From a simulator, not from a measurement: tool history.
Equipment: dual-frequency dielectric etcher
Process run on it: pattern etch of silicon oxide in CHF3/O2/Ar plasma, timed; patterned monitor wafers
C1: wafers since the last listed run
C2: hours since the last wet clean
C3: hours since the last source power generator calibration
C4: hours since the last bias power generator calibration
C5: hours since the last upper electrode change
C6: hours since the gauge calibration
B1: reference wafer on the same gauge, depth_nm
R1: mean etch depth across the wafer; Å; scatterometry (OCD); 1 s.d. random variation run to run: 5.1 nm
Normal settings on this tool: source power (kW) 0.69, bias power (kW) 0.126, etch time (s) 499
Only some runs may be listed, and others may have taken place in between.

run 1 hour=0 | source_power_(kW)=0.69 bias_power_(kW)=0.126 etch_time_(s)=387.5 | C1=0 C2=412.6 C3=5145.7 C4=2327 C5=4545 C6=94.2 | B1=821 | R1=7322
run 2 hour=13.3 | source_power_(kW)=0.69 bias_power_(kW)=0.126 etch_time_(s)=387.5 | C1=31 C2=425.9 C3=5159 C4=2340.3 C5=4558.3 C6=107.5 | B1=819 | R1=7291
run 3 hour=20.4 | source_power_(kW)=0.69 bias_power_(kW)=0.126 etch_time_(s)=499 | C1=16 C2=433 C3=5166.1 C4=2347.4 C5=4565.4 C6=114.6 | B1=817.9 | R1=9372
run 4 hour=33 | source_power_(kW)=0.69 bias_power_(kW)=0.126 etch_time_(s)=499 | C1=29 C2=445.6 C3=5178.7 C4=2360 C5=4578 C6=127.2 | B1=818.3 | R1=9364
run 5 hour=41.2 | source_power_(kW)=0.69 bias_power_(kW)=0.136 etch_time_(s)=499 | C1=19 C2=453.8 C3=5186.9 C4=2368.2 C5=4586.2 C6=135.4 | B1=818.8 | R1=9687
run 6 hour=50 | source_power_(kW)=0.69 bias_power_(kW)=0.136 etch_time_(s)=499 | C1=20 C2=462.6 C3=5195.7 C4=2377 C5=4595 C6=144.2 | B1=817 | R1=9616
run 7 hour=56.2 | source_power_(kW)=0.69 bias_power_(kW)=0.136 etch_time_(s)=499 | C1=14 C2=468.8 C3=5201.9 C4=2383.2 C5=4601.2 C6=150.4 | B1=817.3 | R1=9539
-- hour=64.4 bias power generator calibrated
run 8 hour=64.9 | source_power_(kW)=0.69 bias_power_(kW)=0.126 etch_time_(s)=499 | C1=11 C2=477.5 C3=5210.6 C4=0.5 C5=4609.9 C6=159.1 | B1=818.3 | R1=9383
-- hour=79 source power generator calibrated
run 9 hour=79.8 | source_power_(kW)=0.56 bias_power_(kW)=0.102 etch_time_(s)=433.5 | C1=25 C2=492.4 C3=0.8 C4=15.4 C5=4624.8 C6=174 | B1=819.9 | R1=7303
run 10 hour=86.8 | source_power_(kW)=0.73 bias_power_(kW)=0.113 etch_time_(s)=544 | C1=16 C2=499.4 C3=7.8 C4=22.4 C5=4631.8 C6=181 | B1=819.8 | R1=10218
run 11 hour=102.4 | source_power_(kW)=0.69 bias_power_(kW)=0.126 etch_time_(s)=499 | C1=37 C2=515 C3=23.4 C4=38 C5=4647.4 C6=196.6 | B1=818.3 | R1=9353
-- hour=131.5 upper electrode replaced
-- hour=135 gauge calibrated
-- hour=138.8 wet clean of the chamber
run 12 hour=139.3 | source_power_(kW)=0.69 bias_power_(kW)=0.136 etch_time_(s)=627.5 | C1=13 C2=0.5 C3=60.3 C4=74.9 C5=7.8 C6=4.3 | B1=816.8 | R1=12061
run 13 hour=139.8 | source_power_(kW)=0.69 bias_power_(kW)=0.126 etch_time_(s)=364 | C1=1 C2=1 C3=60.8 C4=75.4 C5=8.3 C6=4.8 | B1=819.7 | R1=6836
run 14 hour=141.7 | source_power_(kW)=0.69 bias_power_(kW)=0.126 etch_time_(s)=541.5 | C1=4 C2=2.9 C3=62.7 C4=77.3 C5=10.2 C6=6.7 | B1=814.9 | R1=10186
run 15 hour=159.5 | source_power_(kW)=0.77 bias_power_(kW)=0.157 etch_time_(s)=426.5 | C1=42 C2=20.7 C3=80.5 C4=95.1 C5=28 C6=24.5 | B1=817.7 | R1=8759
run 16 hour=167.7 | source_power_(kW)=0.75 bias_power_(kW)=0.139 etch_time_(s)=441 | C1=19 C2=28.9 C3=88.7 C4=103.3 C5=36.2 C6=32.7 | B1=816 | R1=8638
run 17 hour=181.2 | source_power_(kW)=0.69 bias_power_(kW)=0.126 etch_time_(s)=499 | C1=32 C2=42.4 C3=102.2 C4=116.8 C5=49.7 C6=46.2 | B1=817.7 | R1=9395

Here are 3 independent what-if runs from the current tool condition. What would each one return?
run A hour=181.8 | source_power_(kW)=0.69 bias_power_(kW)=0.126 etch_time_(s)=499 | C1=1 C2=43 C3=102.8 C4=117.4 C5=50.3 C6=46.8 | B1=? | R1=?
run B hour=181.8 | source_power_(kW)=0.69 bias_power_(kW)=0.103 etch_time_(s)=499 | C1=1 C2=43 C3=102.8 C4=117.4 C5=50.3 C6=46.8 | B1=? | R1=?
run C hour=181.8 | source_power_(kW)=0.69 bias_power_(kW)=0.112 etch_time_(s)=590.5 | C1=1 C2=43 C3=102.8 C4=117.4 C5=50.3 C6=46.8 | B1=? | R1=?

run=A B1=821.1 R1=9418
run=B B1=821.1 R1=8983
run=C B1=821.1 R1=10836
Stripped of hidden state, with their random variation kept, the same runs would have yielded:
run=A R1=9418
run=B R1=8983
run=C R1=10836
